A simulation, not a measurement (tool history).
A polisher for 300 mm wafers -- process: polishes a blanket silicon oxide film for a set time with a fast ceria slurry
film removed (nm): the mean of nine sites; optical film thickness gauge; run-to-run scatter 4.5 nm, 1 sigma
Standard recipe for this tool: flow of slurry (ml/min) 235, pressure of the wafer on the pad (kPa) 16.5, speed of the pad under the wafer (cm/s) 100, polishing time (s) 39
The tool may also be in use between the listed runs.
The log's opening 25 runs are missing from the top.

run	day	flow of slurry (ml/min)	pressure of the wafer on the pad (kPa)	speed of the pad under the wafer (cm/s)	polishing time (s)	incoming thickness of the incoming film, nm	film removed (nm)
# day 45.483: slurry nozzle cleaned
26	46.979	275	15.2	100	39	2593.3	598.4
27	48.646	205	16.5	100	49	2557.6	755.9
28	50.588	160	14.5	128	43	2638.1	762.1
# day 53.696: worn pad replaced by a new one
29	53.717	210	12.4	100	39	2599.8	524.3
# day 54.300: head pressure recalibrated
30	54.858	275	21.4	110	52	2551.9	1033.4
31	57.183	170	13.1	68	46	2580.3	383.6
32	58.300	235	16.5	100	39	2581.1	584.8
# day 60.012: slurry nozzle cleaned
33	60.867	235	16.5	100	39	2560.5	579.5
34	63.162	235	20.0	84	39	2594.1	539.5
35	64.692	235	22.1	112	50	2594.0	986.3
# day 65.733: worn pad replaced by a new one
36	66.979	235	19.3	72	52	2616.9	628.1
37	69.121	235	16.5	100	39	2589.5	588.4

Below are 3 alternative next runs, each starting from the tool's condition after run 37. Predict each:
A	69.138	235	16.5	100	39	2596.4	?
B	69.138	235	20.7	100	27	2596.4	?
C	69.138	235	21.4	100	30	2596.4	?

run	film removed (nm)
A	582.1
B	468.4
C	532.6
Without the tool's unlogged condition, the same runs would have read:
run	film removed (nm)
A	582.6
B	468.8
C	533.0
